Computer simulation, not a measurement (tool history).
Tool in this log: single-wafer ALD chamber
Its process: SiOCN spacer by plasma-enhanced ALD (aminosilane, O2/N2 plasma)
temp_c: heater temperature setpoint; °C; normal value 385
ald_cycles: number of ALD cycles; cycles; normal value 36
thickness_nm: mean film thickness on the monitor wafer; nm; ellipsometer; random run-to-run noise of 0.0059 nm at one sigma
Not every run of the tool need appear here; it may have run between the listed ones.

run   hour  temp_c  ald_cycles  read-back reference wafer on the same gauge, thickness_nm  thickness_nm
  1    0.0     391          36                                                      2.260         2.355
  2   13.6     385          36                                                      2.260         2.364
  3   28.1     390          36                                                      2.260         2.354
  4   38.6     390          36                                                      2.260         2.367
  5   46.6     385          36                                                      2.260         2.365
  6   63.0     385          36                                                      2.260         2.355
  7   76.8     385          36                                                      2.260         2.364
  8   91.8     377          36                                                      2.260         2.360
      98.7  -- gauge calibrated
  9  100.8     377          36                                                      2.260         2.367
 10  118.5     377          36                                                      2.261         2.367
 11  132.7     395          40                                                      2.261         2.623
 12  146.1     385          38                                                      2.260         2.491
 13  159.0     385          36                                                      2.261         2.358
 14  176.0     385          39                                                      2.259         2.567
     186.6  -- thermocouple changed; heater temperature recalibrated
 15  192.6     374          41                                                      2.260         2.688
 16  203.6     380          31                                                      2.259         2.035
 17  219.8     385          36                                                      2.260         2.359
 18  227.4     389          36                                                      2.260         2.357
 19  276.6     389          40                                                      2.261         2.617
 20  283.2     376          42                                                      2.261         2.763
 21  296.9     391          38                                                      2.260         2.500

State the hidden condition of the tool at each of the runs:
wafer temperature above the value expected at the setpoint (K): 0 across all the runs
gauge reads high (%): 0 across all the runs

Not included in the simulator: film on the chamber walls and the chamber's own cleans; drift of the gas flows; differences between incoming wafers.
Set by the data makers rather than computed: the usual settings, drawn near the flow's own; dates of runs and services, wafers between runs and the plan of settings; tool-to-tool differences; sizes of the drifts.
